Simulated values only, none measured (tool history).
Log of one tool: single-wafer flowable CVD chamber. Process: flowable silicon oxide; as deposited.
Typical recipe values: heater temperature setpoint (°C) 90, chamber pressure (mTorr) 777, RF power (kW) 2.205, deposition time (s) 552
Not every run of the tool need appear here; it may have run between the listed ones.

run,hour,heater temperature setpoint (°C),chamber pressure (mTorr),RF power (kW),deposition time (s),"read-back reference wafer on the same gauge, thickness_nm",mean film thickness on the monitor wafer (nm)
1,0,90,777,2.205,552,558.101,522.33
2,31,90,777,2.205,552,557.814,522.986
3,50.4,90,777,2.205,552,558.138,523.7
4,71.5,90,777,2.205,521,557.689,499.915
5,85.3,90,777,2.205,638,557.476,606.021
6,106.9,90,777,2.205,638,558.324,608.209
7,128.3,90,777,2.205,638,558.167,609.619
8,141.2,90,777,2.205,552,557.806,529.471
9,164,90,777,2.205,552,557.776,525.978
10,184.3,90,777,2.205,552,557.684,525.317
# hour 196.5: gauge calibrated
11,198,81,911,2.205,552,558.003,801.766
12,212.8,86,710,2.205,552,557.668,542.065
13,229.1,86,710,2.205,552,558.092,541.348
14,263,90,777,2.205,552,557.84,526.181
15,291.9,86,710,2.205,552,557.968,536.7
# hour 310.6: RF generator calibrated
16,313.9,90,777,2.205,552,558.197,522.001
# hour 328.1: capacitance manometer re-zeroed and calibrated
17,328.6,90,647,2.205,552,557.86,437.965
# hour 340.9: showerhead replaced
# hour 353.7: thermocouple changed; heater temperature recalibrated
18,354.2,95,777,2.205,552,558.13,444.19
19,365.5,104,777,1.935,641,558.095,376.238
20,377.6,104,594,1.92,484,557.582,217.057
21,390.2,90,777,2.205,638,557.983,606.399
22,417.7,90,777,2.205,552,558.007,526.251
23,431.6,81,900,2.365,660,558.146,958.973
24,452.6,90,704,2.02,552,557.919,468.792
25,492.1,101,652,2.005,602,558.479,328.74
26,507.2,105,595,2.205,606,557.958,268.184
27,534.7,105,595,2.205,606,558.127,268.79
28,566.2,90,933,2.205,552,557.408,630.899

Alternative continuations, all from the tool just after run 28; predict every row:
A,566.8,90,777,2.205,552,?,?
B,566.8,90,714,1.845,552,?,?
C,566.8,90,777,2.205,517,?,?
D,566.8,90,777,2.61,552,?,?
E,566.8,90,777,2.205,484,?,?

run,"read-back reference wafer on the same gauge, thickness_nm",mean film thickness on the monitor wafer (nm)
A,557.906,524.66
B,557.906,467.183
C,557.906,491.393
D,557.906,536.59
E,557.906,460.028
Take away the tool's hidden state, keep each run's random variation, and the runs would have read:
run,mean film thickness on the monitor wafer (nm)
A,524.66
B,467.183
C,491.393
D,536.59
E,460.028
